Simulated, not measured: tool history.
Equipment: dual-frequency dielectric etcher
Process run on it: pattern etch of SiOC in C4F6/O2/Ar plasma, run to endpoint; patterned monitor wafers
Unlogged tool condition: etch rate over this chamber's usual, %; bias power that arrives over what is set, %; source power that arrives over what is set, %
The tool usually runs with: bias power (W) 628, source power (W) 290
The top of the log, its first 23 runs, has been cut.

run,day,bias power (W),source power (W),wafers since the last listed run,hours since the last wet clean,hours since the last bias power generator calibration,hours since the last source power generator calibration,hours since the last upper electrode change,"incoming incoming film thickness, nm",endpoint time (s)
24,52.338,731,290,536,308.6,3293,114.1,552.3,25.07,7.6
25,53.904,729,290,475,346.2,3330.6,151.7,589.9,24.9,7.5
26,55.671,556,290,536,388.6,3373,194.1,632.3,25.25,8.8
# day 56.358: bias power generator calibrated
27,57.804,628,270,597,439.8,34.7,245.3,683.5,25.18,8.5
# day 58.817: wet clean of the chamber
28,65.821,539,250,2130,168.1,227.1,437.7,875.9,24.76,9.3
29,68.55,485,350,828,233.6,292.6,503.2,941.4,25.14,8.7
30,69.658,628,290,336,260.2,319.2,529.8,968,24.77,8.1
31,71.542,543,340,571,305.4,364.4,575,1013.2,24.98,8.2
32,73.779,628,290,679,359.1,418.1,628.7,1066.9,24.97,8.2
# day 75.671: wet clean of the chamber
33,76.362,543,340,480,16.6,480.1,690.7,1128.9,24.73,8.3
34,80.104,486,330,1136,106.4,569.9,780.5,1218.7,24.72,8.9
35,81.533,713,320,433,140.7,604.2,814.8,1253,25.17,7.5
36,84.492,754,220,898,211.7,675.2,885.8,1324,24.97,8.5

Forecast each of these 3 alternatives for the next run:
A,84.508,628,290,5,212.1,675.6,886.2,1324.4,24.6,?
B,84.508,768,350,5,212.1,675.6,886.2,1324.4,24.6,?
C,84.508,743,220,5,212.1,675.6,886.2,1324.4,24.6,?

run,endpoint time (s)
A,8.1
B,6.8
C,8.3
Stripped of hidden state, with their random variation kept, the same runs would have yielded:
run,endpoint time (s)
A,8
B,6.7
C,8.2
